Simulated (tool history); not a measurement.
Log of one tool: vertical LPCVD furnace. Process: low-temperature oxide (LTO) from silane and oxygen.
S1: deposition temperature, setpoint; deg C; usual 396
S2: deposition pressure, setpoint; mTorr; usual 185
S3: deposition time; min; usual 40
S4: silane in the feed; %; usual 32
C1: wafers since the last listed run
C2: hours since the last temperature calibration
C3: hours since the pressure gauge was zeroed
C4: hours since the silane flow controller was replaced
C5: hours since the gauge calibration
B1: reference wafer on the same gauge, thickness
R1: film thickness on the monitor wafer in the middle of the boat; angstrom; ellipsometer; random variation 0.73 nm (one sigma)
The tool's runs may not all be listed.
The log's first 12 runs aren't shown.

| run | hour | S1 | S2 | S3 | S4 | C1 | C2 | C3 | C4 | C5 | B1 | R1 |
|---|---|---|---|---|---|---|---|---|---|---|---|---|
|  | 485.9 | gauge calibrated |
| 13 | 486 | 396 | 175 | 40 | 32 | 679 | 4226.6 | 3092.7 | 3957.9 | 0.1 | 254.96 | 2179.8 |
|  | 526.2 | thermocouples replaced and temperature profile calibrated |
| 14 | 543 | 396 | 215 | 35.5 | 36 | 489 | 16.8 | 3149.7 | 4014.9 | 57.1 | 254.77 | 2701.9 |
| 15 | 605.9 | 396 | 185 | 40 | 32 | 932 | 79.7 | 3212.6 | 4077.8 | 120 | 255.07 | 2223.2 |
| 16 | 644.9 | 389 | 185 | 40 | 32 | 578 | 118.7 | 3251.6 | 4116.8 | 159 | 254.85 | 2049.3 |
| 17 | 675.1 | 396 | 185 | 40 | 32 | 447 | 148.9 | 3281.8 | 4147 | 189.2 | 254.81 | 2217.7 |
| 18 | 737.7 | 396 | 185 | 40 | 32 | 928 | 211.5 | 3344.4 | 4209.6 | 251.8 | 255.03 | 2216.1 |
|  | 787.9 | pressure gauge zeroed |
| 19 | 790 | 405 | 185 | 40 | 32 | 419 | 263.8 | 2.1 | 4261.9 | 304.1 | 255.16 | 2574.4 |
| 20 | 844 | 385 | 155 | 40 | 34 | 800 | 317.8 | 56.1 | 4315.9 | 358.1 | 255.12 | 1855.5 |
| 21 | 904.2 | 396 | 185 | 48 | 37 | 892 | 378 | 116.3 | 4376.1 | 418.3 | 254.9 | 3406.9 |
| 22 | 937.8 | 396 | 185 | 40 | 29 | 498 | 411.6 | 149.9 | 4409.7 | 451.9 | 255.12 | 2007.7 |
|  | 998.1 | silane flow controller replaced |
| 23 | 998.6 | 387 | 205 | 30.5 | 32 | 545 | 472.4 | 210.7 | 0.5 | 512.7 | 255 | 1756.1 |
| 24 | 1021 | 401 | 185 | 32 | 32 | 332 | 494.8 | 233.1 | 22.9 | 535.1 | 254.96 | 1959.5 |
| 25 | 1068.8 | 389 | 230 | 33 | 32 | 708 | 542.6 | 280.9 | 70.7 | 582.9 | 254.98 | 2190.7 |
| 26 | 1106.3 | 391 | 185 | 51 | 28 | 556 | 580.1 | 318.4 | 108.2 | 620.4 | 254.9 | 2246.7 |
| 27 | 1134.9 | 406 | 155 | 47.5 | 29 | 424 | 608.7 | 347 | 136.8 | 649 | 254.87 | 2231.6 |
| 28 | 1196.7 | 396 | 185 | 40 | 32 | 916 | 670.5 | 408.8 | 198.6 | 710.8 | 255.1 | 2292 |
| 29 | 1294.9 | 384 | 185 | 40 | 36 | 1456 | 768.7 | 507 | 296.8 | 809 | 254.82 | 2338.9 |
| 30 | 1340.8 | 396 | 185 | 28.5 | 32 | 680 | 814.6 | 552.9 | 342.7 | 854.9 | 255.19 | 1630.1 |
| 31 | 1372.9 | 400 | 185 | 40 | 38 | 476 | 846.7 | 585 | 374.8 | 887 | 255.05 | 3002.2 |

Forecast each of these 4 alternatives for the next run:
| A | 1377.5 | 396 | 155 | 40 | 32 | 68 | 851.3 | 589.6 | 379.4 | 891.6 | ? | ? |
| B | 1377.5 | 393 | 175 | 55.5 | 29 | 68 | 851.3 | 589.6 | 379.4 | 891.6 | ? | ? |
| C | 1377.5 | 402 | 185 | 40 | 32 | 68 | 851.3 | 589.6 | 379.4 | 891.6 | ? | ? |
| D | 1377.5 | 404 | 185 | 40 | 38 | 68 | 851.3 | 589.6 | 379.4 | 891.6 | ? | ? |

| run | B1 | R1 |
|---|---|---|
| A | 254.99 | 1898.1 |
| B | 254.99 | 2491.3 |
| C | 254.99 | 2443.3 |
| D | 254.99 | 3139 |
Without the tool's hidden state the same runs would have given:
| run | R1 |
|---|---|
| A | 1947.7 |
| B | 2547 |
| C | 2494.8 |
| D | 3206 |
